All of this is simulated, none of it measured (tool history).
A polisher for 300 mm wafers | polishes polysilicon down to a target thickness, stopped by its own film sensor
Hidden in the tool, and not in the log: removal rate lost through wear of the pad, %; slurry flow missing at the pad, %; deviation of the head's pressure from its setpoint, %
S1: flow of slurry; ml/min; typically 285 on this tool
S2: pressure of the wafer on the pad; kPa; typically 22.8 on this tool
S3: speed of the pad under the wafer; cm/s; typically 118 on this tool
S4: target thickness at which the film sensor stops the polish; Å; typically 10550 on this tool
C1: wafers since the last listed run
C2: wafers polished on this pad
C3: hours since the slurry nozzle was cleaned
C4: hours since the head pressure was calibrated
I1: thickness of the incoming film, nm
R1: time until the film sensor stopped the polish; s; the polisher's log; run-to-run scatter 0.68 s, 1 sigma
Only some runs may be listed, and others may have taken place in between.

run	hour	S1	S2	S3	S4	C1	C2	C3	C4	I1	R1
1	0	285	22.8	118	10550	0	448	501.1	968.6	1631.8	55.8
2	20.6	285	22.8	118	10550	230	678	521.7	989.2	1658.4	57.8
3	45.2	285	22.8	118	9350	274	953	546.3	1013.8	1649.9	71.5
4	61	285	22.8	118	10550	176	1129	562.1	1029.6	1635.3	56.8
5	90	285	22.8	118	10550	324	1453	591.1	1058.6	1664.5	60.7
6	105.6	210	22.8	118	12000	174	1628	606.7	1074.2	1652.4	47.7
# hour 120.2: worn pad replaced by a new one
7	127.1	285	22.8	118	10550	195	76	628.2	1095.7	1668.1	62.9
8	153.4	285	22.8	118	10550	293	370	654.5	1122	1644.7	60.1
9	176.2	285	22.8	118	10550	254	625	677.3	1144.8	1654.8	62
10	193.9	285	22.8	118	10550	197	823	695	1162.5	1652.1	60.7
11	225.6	285	22.8	118	10550	354	1177	726.7	1194.2	1642.8	61.2
12	244.2	330	22.8	118	10550	207	1385	745.3	1212.8	1631.5	59.6
# hour 262.8: worn pad replaced by a new one
13	279.5	330	22.8	118	10550	349	186	780.6	1248.1	1678.7	65.1
14	311.5	285	22.8	118	10550	357	544	812.6	1280.1	1660.3	63.7
15	343.3	285	22.8	118	10550	355	899	844.4	1311.9	1626.2	60.9
# hour 372.6: slurry nozzle cleaned
16	375.9	265	22.8	118	10550	353	1252	3.3	1344.5	1641.8	59.5
17	402.1	225	28.3	150	8940	292	1545	29.5	1370.7	1667.7	54.1
18	435.9	285	22.8	118	11920	377	1923	63.3	1404.5	1647.1	46.3
# hour 443: worn pad replaced by a new one
19	454.8	285	22.8	102	10550	166	132	82.2	1423.4	1661.6	66.9

The next listed run, before its measurement:
20	468.7	335	15.2	118	10550	155	287	96.1	1437.3	1616.4	?

R1: 82.2 s
With no hidden state in the tool, this same run would have given R1 73.4 s.
